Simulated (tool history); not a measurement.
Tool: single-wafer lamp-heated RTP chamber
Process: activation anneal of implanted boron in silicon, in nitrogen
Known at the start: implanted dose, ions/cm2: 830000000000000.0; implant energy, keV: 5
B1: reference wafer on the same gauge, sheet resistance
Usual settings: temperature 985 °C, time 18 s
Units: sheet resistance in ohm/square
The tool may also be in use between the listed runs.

Run 1, hour 0.0: usual settings; B1 243.04. Result: sheet resistance 191.94 ohm/square.
Run 2, hour 67.1: usual settings; B1 242.69. Result: sheet resistance 190.80 ohm/square.
Run 3, hour 122.5: usual settings; B1 242.78. Result: sheet resistance 190.46 ohm/square.
At hour 154.6: pyrometer window cleaned and pyrometer calibrated.
Run 4, hour 155.1: usual settings; B1 243.06. Result: sheet resistance 199.34 ohm/square.
Run 5, hour 211.4: usual settings but time 25 s; B1 242.24. Result: sheet resistance 193.13 ohm/square.
At hour 214.8: gauge calibrated.
Run 6, hour 269.0: usual settings but time 25 s; B1 242.65. Result: sheet resistance 190.19 ohm/square.
Run 7, hour 298.9: usual settings but temperature 1008 °C; B1 242.55. Result: sheet resistance 179.62 ohm/square.
Run 8, hour 370.2: usual settings but temperature 1008 °C; B1 242.97. Result: sheet resistance 180.30 ohm/square.
Run 9, hour 412.5: usual settings but temperature 970 °C; B1 242.90. Result: sheet resistance 207.79 ohm/square.
Run 10, hour 470.6: usual settings but temperature 970 °C; B1 242.96. Result: sheet resistance 207.04 ohm/square.
Run 11, hour 501.0: usual settings but temperature 996 °C; B1 243.29. Result: sheet resistance 184.64 ohm/square.
Run 12, hour 551.7: usual settings but temperature 996 °C; B1 242.89. Result: sheet resistance 184.33 ohm/square.
Run 13, hour 587.0: usual settings but temperature 996 °C; B1 242.50. Result: sheet resistance 186.28 ohm/square.
Run 14, hour 617.2: usual settings; B1 242.76. Result: sheet resistance 192.16 ohm/square.
At hour 649.1: reflector plate cleaned.
Run 15, hour 649.6: usual settings; B1 242.51. Result: sheet resistance 197.36 ohm/square.
Run 16, hour 700.5: usual settings but time 28 s; B1 242.82. Result: sheet resistance 189.05 ohm/square.
Run 17, hour 739.1: usual settings but temperature 963 °C, time 24 s; B1 243.16. Result: sheet resistance 212.28 ohm/square.
Run 18, hour 792.1: usual settings; B1 243.06. Result: sheet resistance 192.77 ohm/square.
Run 19, hour 866.0: usual settings but time 11 s; B1 242.75. Result: sheet resistance 200.02 ohm/square.
Run 20, hour 904.1: usual settings but temperature 995 °C, time 24 s; B1 242.96. Result: sheet resistance 180.68 ohm/square.
Run 21, hour 946.8: usual settings but temperature 996 °C; B1 242.63. Result: sheet resistance 182.48 ohm/square.
At hour 972.4: pyrometer window cleaned and pyrometer calibrated.
Run 22, hour 1018.3: usual settings; B1 242.38. Result: sheet resistance 199.31 ohm/square.
Run 23, hour 1061.6: usual settings but time 9 s; B1 242.97. Result: sheet resistance 208.17 ohm/square.
At hour 1071.1: gauge calibrated.
Run 24, hour 1114.9: usual settings but temperature 974 °C, time 21 s; B1 243.12. Result: sheet resistance 205.41 ohm/square.
Run 25, hour 1165.4: usual settings but temperature 964 °C, time 11 s; B1 242.93. Result: sheet resistance 223.47 ohm/square.
Run 26, hour 1201.7: usual settings but temperature 972 °C, time 14 s; B1 243.20. Result: sheet resistance 210.25 ohm/square.
Run 27, hour 1272.5: usual settings; B1 243.12. Result: sheet resistance 193.04 ohm/square.
Run 28, hour 1321.5: usual settings but temperature 957 °C, time 13 s; B1 243.00. Result: sheet resistance 228.08 ohm/square.
Run 29, hour 1390.2: usual settings but temperature 972 °C, time 14 s; B1 243.03. Result: sheet resistance 207.26 ohm/square.
Run 30, hour 1417.8: usual settings but temperature 999 °C; B1 243.02. Result: sheet resistance 182.31 ohm/square.
At hour 1455.9: reflector plate cleaned.
Run 31, hour 1465.5: usual settings but temperature 959 °C, time 22 s; B1 242.69. Result: sheet resistance 220.11 ohm/square.

Forecast each of these 4 alternatives for the next run:
Run A, hour 1465.9: usual settings but time 22 s; B1 ?. Result: sheet resistance ?.
Run B, hour 1465.9: usual settings but temperature 969 °C, time 26 s; B1 ?. Result: sheet resistance ?.
Run C, hour 1465.9: usual settings but temperature 1002 °C; B1 ?. Result: sheet resistance ?.
Run D, hour 1465.9: usual settings but temperature 967 °C, time 26 s; B1 ?. Result: sheet resistance ?.

run      B1  sheet resistance
  A  242.45            196.68
  B  242.45            208.50
  C  242.45            188.00
  D  242.45            210.68
Without the tool's hidden state the same runs would have given:
run  sheet resistance
  A            204.91
  B            220.26
  C            194.16
  D            223.08
